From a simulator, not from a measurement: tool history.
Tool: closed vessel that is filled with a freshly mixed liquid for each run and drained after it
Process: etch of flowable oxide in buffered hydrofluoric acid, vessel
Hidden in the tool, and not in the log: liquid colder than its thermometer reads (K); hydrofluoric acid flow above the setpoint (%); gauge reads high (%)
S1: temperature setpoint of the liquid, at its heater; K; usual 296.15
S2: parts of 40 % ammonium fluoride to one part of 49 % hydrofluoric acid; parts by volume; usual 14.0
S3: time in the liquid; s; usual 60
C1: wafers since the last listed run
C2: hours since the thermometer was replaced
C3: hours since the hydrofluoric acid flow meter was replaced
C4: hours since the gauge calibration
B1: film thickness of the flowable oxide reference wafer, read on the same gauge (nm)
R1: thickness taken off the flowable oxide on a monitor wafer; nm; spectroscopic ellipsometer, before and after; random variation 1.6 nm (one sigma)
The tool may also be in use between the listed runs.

run 1 hour=0.0 | S1=296.15 S2=16.5 S3=60 | C1=0 C2=1610.5 C3=188.7 C4=1032.1 | B1=109.97 | R1=161.47
run 2 hour=74.9 | S1=296.15 S2=14.0 S3=80 | C1=5376 C2=1685.4 C3=263.6 C4=1107.0 | B1=109.98 | R1=254.94
run 3 hour=179.7 | S1=296.15 S2=14.0 S3=80 | C1=7523 C2=1790.2 C3=368.4 C4=1211.8 | B1=109.98 | R1=254.15
run 4 hour=242.1 | S1=296.15 S2=14.0 S3=80 | C1=4479 C2=1852.6 C3=430.8 C4=1274.2 | B1=110.00 | R1=249.13
run 5 hour=286.6 | S1=296.15 S2=11.5 S3=50 | C1=3194 C2=1897.1 C3=475.3 C4=1318.7 | B1=110.01 | R1=193.82
run 6 hour=329.8 | S1=296.15 S2=11.5 S3=50 | C1=3101 C2=1940.3 C3=518.5 C4=1361.9 | B1=110.00 | R1=191.24
-- hour=416.4 hydrofluoric acid flow meter replaced
run 7 hour=421.5 | S1=296.15 S2=11.5 S3=50 | C1=6511 C2=2032.0 C3=5.1 C4=1453.6 | B1=109.98 | R1=189.84
run 8 hour=490.6 | S1=296.15 S2=10.0 S3=60 | C1=4960 C2=2101.1 C3=74.2 C4=1522.7 | B1=109.99 | R1=256.06
-- hour=492.8 thermometer replaced
run 9 hour=589.1 | S1=296.15 S2=14.0 S3=70 | C1=6999 C2=96.3 C3=172.7 C4=1621.2 | B1=110.01 | R1=217.19
run 10 hour=688.7 | S1=296.15 S2=14.0 S3=70 | C1=7150 C2=195.9 C3=272.3 C4=1720.8 | B1=110.04 | R1=219.53
run 11 hour=734.6 | S1=296.15 S2=14.0 S3=60 | C1=3295 C2=241.8 C3=318.2 C4=1766.7 | B1=110.02 | R1=187.88
run 12 hour=773.8 | S1=294.65 S2=12.5 S3=60 | C1=2814 C2=281.0 C3=357.4 C4=1805.9 | B1=109.99 | R1=195.73
run 13 hour=843.9 | S1=296.15 S2=14.0 S3=60 | C1=5032 C2=351.1 C3=427.5 C4=1876.0 | B1=109.99 | R1=190.38
run 14 hour=886.8 | S1=293.65 S2=18.5 S3=75 | C1=3079 C2=394.0 C3=470.4 C4=1918.9 | B1=110.00 | R1=155.99
-- hour=971.6 hydrofluoric acid flow meter replaced
run 15 hour=994.0 | S1=296.15 S2=14.0 S3=45 | C1=7623 C2=501.2 C3=22.4 C4=2026.1 | B1=109.99 | R1=139.76
run 16 hour=1081.0 | S1=296.15 S2=14.0 S3=60 | C1=6245 C2=588.2 C3=109.4 C4=2113.1 | B1=110.00 | R1=186.98
run 17 hour=1130.9 | S1=296.15 S2=14.0 S3=60 | C1=3582 C2=638.1 C3=159.3 C4=2163.0 | B1=110.00 | R1=186.23
run 18 hour=1229.7 | S1=293.15 S2=18.0 S3=35 | C1=7092 C2=736.9 C3=258.1 C4=2261.8 | B1=110.01 | R1=72.49
-- hour=1278.1 gauge calibrated
run 19 hour=1320.0 | S1=296.15 S2=19.5 S3=30 | C1=6482 C2=827.2 C3=348.4 C4=41.9 | B1=109.99 | R1=68.68
run 20 hour=1415.0 | S1=296.15 S2=12.0 S3=40 | C1=6819 C2=922.2 C3=443.4 C4=136.9 | B1=109.99 | R1=146.68
run 21 hour=1497.8 | S1=296.15 S2=12.5 S3=60 | C1=5944 C2=1005.0 C3=526.2 C4=219.7 | B1=110.00 | R1=212.19
run 22 hour=1580.3 | S1=296.15 S2=14.0 S3=60 | C1=5922 C2=1087.5 C3=608.7 C4=302.2 | B1=109.96 | R1=193.28
-- hour=1628.5 hydrofluoric acid flow meter replaced
run 23 hour=1634.0 | S1=296.15 S2=14.0 S3=30 | C1=3783 C2=1141.2 C3=5.5 C4=355.9 | B1=110.03 | R1=91.61
run 24 hour=1736.4 | S1=292.65 S2=17.5 S3=90 | C1=7351 C2=1243.6 C3=107.9 C4=458.3 | B1=110.02 | R1=185.98
run 25 hour=1826.0 | S1=296.15 S2=19.5 S3=60 | C1=6432 C2=1333.2 C3=197.5 C4=547.9 | B1=109.97 | R1=134.55
run 26 hour=1883.1 | S1=296.15 S2=14.0 S3=60 | C1=4099 C2=1390.3 C3=254.6 C4=605.0 | B1=110.03 | R1=188.40
run 27 hour=1973.3 | S1=296.15 S2=14.0 S3=40 | C1=6475 C2=1480.5 C3=344.8 C4=695.2 | B1=109.98 | R1=127.60
run 28 hour=2028.1 | S1=296.15 S2=14.0 S3=95 | C1=3934 C2=1535.3 C3=399.6 C4=750.0 | B1=110.00 | R1=301.36
run 29 hour=2099.1 | S1=296.15 S2=14.0 S3=60 | C1=5097 C2=1606.3 C3=470.6 C4=821.0 | B1=109.99 | R1=189.81
run 30 hour=2179.4 | S1=293.15 S2=14.0 S3=60 | C1=5764 C2=1686.6 C3=550.9 C4=901.3 | B1=109.96 | R1=163.49
run 31 hour=2240.8 | S1=301.15 S2=12.0 S3=60 | C1=4407 C2=1748.0 C3=612.3 C4=962.7 | B1=110.01 | R1=292.42
-- hour=2260.4 hydrofluoric acid flow meter replaced
-- hour=2268.2 thermometer replaced
run 32 hour=2279.8 | S1=296.15 S2=14.0 S3=60 | C1=2656 C2=11.6 C3=19.4 C4=1001.7 | B1=109.99 | R1=183.38
run 33 hour=2375.4 | S1=296.15 S2=14.0 S3=60 | C1=6863 C2=107.2 C3=115.0 C4=1097.3 | B1=110.02 | R1=186.51

What the log doesn't show, run by run:
liquid colder than its thermometer reads (K): 0 in every run
gauge reads high (%): 0 in every run
H1: hydrofluoric acid flow above the setpoint (%)
run=1 H1=1.57
run=2 H1=2.18
run=3 H1=3.04
run=4 H1=3.55
run=5 H1=3.92
run=6 H1=4.27
run=7 H1=0.298
run=8 H1=0.865
run=9 H1=1.67
run=10 H1=2.49
run=11 H1=2.87
run=12 H1=3.19
run=13 H1=3.76
run=14 H1=4.11
run=15 H1=0.624
run=16 H1=1.34
run=17 H1=1.75
run=18 H1=2.56
run=19 H1=3.3
run=20 H1=4.08
run=21 H1=4.76
run=22 H1=5.43
run=23 H1=0.632
run=24 H1=1.47
run=25 H1=2.21
run=26 H1=2.67
run=27 H1=3.41
run=28 H1=3.86
run=29 H1=4.45
run=30 H1=5.1
run=31 H1=5.61
run=32 H1=0.424
run=33 H1=1.21

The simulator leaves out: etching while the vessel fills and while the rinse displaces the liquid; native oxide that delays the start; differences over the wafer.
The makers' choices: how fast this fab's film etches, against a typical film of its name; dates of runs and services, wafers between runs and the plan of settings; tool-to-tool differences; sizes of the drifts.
